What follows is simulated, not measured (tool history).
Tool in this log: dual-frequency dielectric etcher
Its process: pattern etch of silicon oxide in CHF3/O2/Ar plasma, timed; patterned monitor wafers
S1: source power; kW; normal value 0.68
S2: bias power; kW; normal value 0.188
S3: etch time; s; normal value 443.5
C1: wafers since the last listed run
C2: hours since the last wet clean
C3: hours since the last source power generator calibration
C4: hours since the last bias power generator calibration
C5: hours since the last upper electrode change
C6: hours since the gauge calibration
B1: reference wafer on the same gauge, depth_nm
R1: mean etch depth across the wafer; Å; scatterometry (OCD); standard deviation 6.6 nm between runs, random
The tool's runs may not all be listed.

run    hour    S1     S2     S3   C1     C2      C3      C4      C5      C6      B1     R1
  1       0  0.68  0.188  443.5    0   69.4    1464  2570.5  5744.6  2081.5   995.9  10176
  2      48  0.68  0.188  443.5  160  117.4    1512  2618.5  5792.6  2129.5   998.4  10309
  3    99.6  0.68  0.188  443.5  173    169  1563.6  2670.1  5844.2  2181.1  1001.4  10450
  4     133  0.68  0.188  443.5  112  202.4    1597  2703.5  5877.6  2214.5    1004  10293
  5   159.8  0.68  0.188  443.5   89  229.2  1623.8  2730.3  5904.4  2241.3  1003.1  10350
  6   192.7  0.68  0.188  443.5  110  262.1  1656.7  2763.2  5937.3  2274.2  1002.5  10447
  7   395.8  0.68   0.22  443.5  681  465.2  1859.8  2966.3  6140.4  2477.3  1017.3  11032
        422  -- wet clean of the chamber
  8   443.2  0.62  0.188  443.5   78   21.2  1907.2  3013.7  6187.8  2524.7  1021.9  10112
      496.9  -- gauge calibrated
      602.9  -- upper electrode replaced
  9   636.7  0.68  0.188    480  568  214.7  2100.7  3207.2    33.8   139.8   952.1  10770
 10   685.9  0.68  0.188  443.5  164  263.9  2149.9  3256.4      83     189   951.3   9947
 11   747.7  0.68  0.188  443.5  207  325.7  2211.7  3318.2   144.8   250.8   953.9   9850
      798.8  -- wet clean of the chamber
 12   808.4  0.68  0.226  395.5  123    9.6  2272.4  3378.9   205.5   311.5   956.7   9492
      816.6  -- source power generator calibrated
 13   862.1  0.68  0.188  443.5  166   63.3    45.5  3432.6   259.2   365.2   954.6   9758
 14   904.6  0.68  0.188    540  142  105.8      88  3475.1   301.7   407.7   955.1  11956
      925.5  -- bias power generator calibrated
 15     931   0.6  0.188  393.5   75  132.2   114.4     5.5   328.1   434.1   954.5   8299
 16   964.5  0.68  0.188    488  112  165.7   147.9      39   361.6   467.6   955.4  10693
 17  1000.2   0.6   0.22  443.5  119  201.4   183.6    74.7   397.3   503.3   955.7  10101
 18    1036  0.83   0.22  353.5  120  237.2   219.4   110.5   433.1   539.1   956.9   9054
 19  1083.5  0.68  0.188  566.5  159  284.7   266.9     158   480.6   586.6   954.6  12699
 20  1129.9   0.6  0.214  532.5  155  331.1   313.3   204.4     527     633     959  11795
 21  1195.6  0.68  0.188  443.5  220  396.8     379   270.1   592.7   698.7   959.1   9767
     1223.7  -- wet clean of the chamber
 22  1262.2  0.68  0.222  546.5  142   38.5   445.6   336.7   659.3   765.3     959  13007
 23  1303.8  0.68  0.188  443.5  139   80.1   487.2   378.3   700.9   806.9   960.9   9909
 24  1347.5  0.68  0.188  366.5  146  123.8   530.9     422   744.6   850.6   959.4   8275
 25  1391.7  0.68  0.188  443.5  148    168   575.1   466.2   788.8   894.8   963.3   9904
 26    1454  0.68  0.188    517  208  230.3   637.4   528.5   851.1   957.1   963.1  11684
 27  1495.7  0.76  0.217    318  139    272   679.1   570.2   892.8   998.8   962.9   7986
 28  1539.5  0.68  0.188  443.5  146  315.8   722.9     614   936.6  1042.6   965.6   9994
 29    1570  0.68  0.188  443.5  102  346.3   753.4   644.5   967.1  1073.1   965.9   9952

4 options for the next run, each taken on its own from the tool as it stands now. Forecast them:
  A  1570.5  0.68  0.188  443.5   1  346.8  753.9  645  967.6  1073.6   ?   ?
  B  1570.5  0.79  0.188  345.5   1  346.8  753.9  645  967.6  1073.6   ?   ?
  C  1570.5  0.61  0.223  443.5   1  346.8  753.9  645  967.6  1073.6   ?   ?
  D  1570.5  0.85  0.188  479.5   1  346.8  753.9  645  967.6  1073.6   ?   ?

run     B1     R1
  A  964.8  10074
  B  964.8   8324
  C  964.8  10316
  D  964.8  11889
Take away the tool's hidden state, keep each run's random variation, and the runs would have read:
run     R1
  A   9923
  B   8200
  C  10161
  D  11712
